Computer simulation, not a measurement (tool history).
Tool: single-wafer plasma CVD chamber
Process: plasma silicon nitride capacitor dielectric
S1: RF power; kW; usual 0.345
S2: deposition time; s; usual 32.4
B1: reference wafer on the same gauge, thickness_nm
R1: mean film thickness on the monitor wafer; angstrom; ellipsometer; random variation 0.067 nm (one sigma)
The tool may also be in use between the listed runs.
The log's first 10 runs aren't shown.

Run 11, day 7.979: usual settings; B1 39.103. Result: R1 436.49 angstrom.
Run 12, day 8.512: usual settings but S1 0.36 kW, S2 29 s; B1 39.085. Result: R1 394.2 angstrom.
Run 13, day 8.967: usual settings but S1 0.36 kW, S2 29 s; B1 39.112. Result: R1 394.71 angstrom.
Run 14, day 9.3: usual settings but S1 0.39 kW, S2 30.6 s; B1 39.121. Result: R1 423.25 angstrom.
Run 15, day 9.9: usual settings but S1 0.39 kW, S2 30.6 s; B1 39.105. Result: R1 424.23 angstrom.
Run 16, day 10.317: usual settings; B1 39.095. Result: R1 437.08 angstrom.
Run 17, day 10.783: usual settings; B1 39.093. Result: R1 437.04 angstrom.
Run 18, day 11.246: usual settings but S2 30.4 s; B1 39.102. Result: R1 409.3 angstrom.
At day 11.304: gauge calibrated.
Run 19, day 11.921: usual settings but S1 0.325 kW, S2 25.9 s; B1 39.067. Result: R1 344.21 angstrom.
At day 12.771: showerhead replaced.
Run 20, day 12.792: usual settings but S2 26.4 s; B1 39.141. Result: R1 354.68 angstrom.
Run 21, day 13.133: usual settings; B1 39.068. Result: R1 436.76 angstrom.
Run 22, day 13.738: usual settings but S1 0.305 kW, S2 35.2 s; B1 39.093. Result: R1 463.27 angstrom.
Run 23, day 14.188: usual settings but S1 0.285 kW; B1 39.066. Result: R1 419.39 angstrom.
Run 24, day 14.642: usual settings; B1 39.097. Result: R1 435.8 angstrom.

Run 25 comes next. What will it give?
Run 25, day 15.075: usual settings but S2 30.4 s; B1 ?. Result: R1 ?.

Run 25 gave B1 39.132, R1 408.53 angstrom.
Without the tool's hidden state the same run would have given R1 415.94 angstrom.
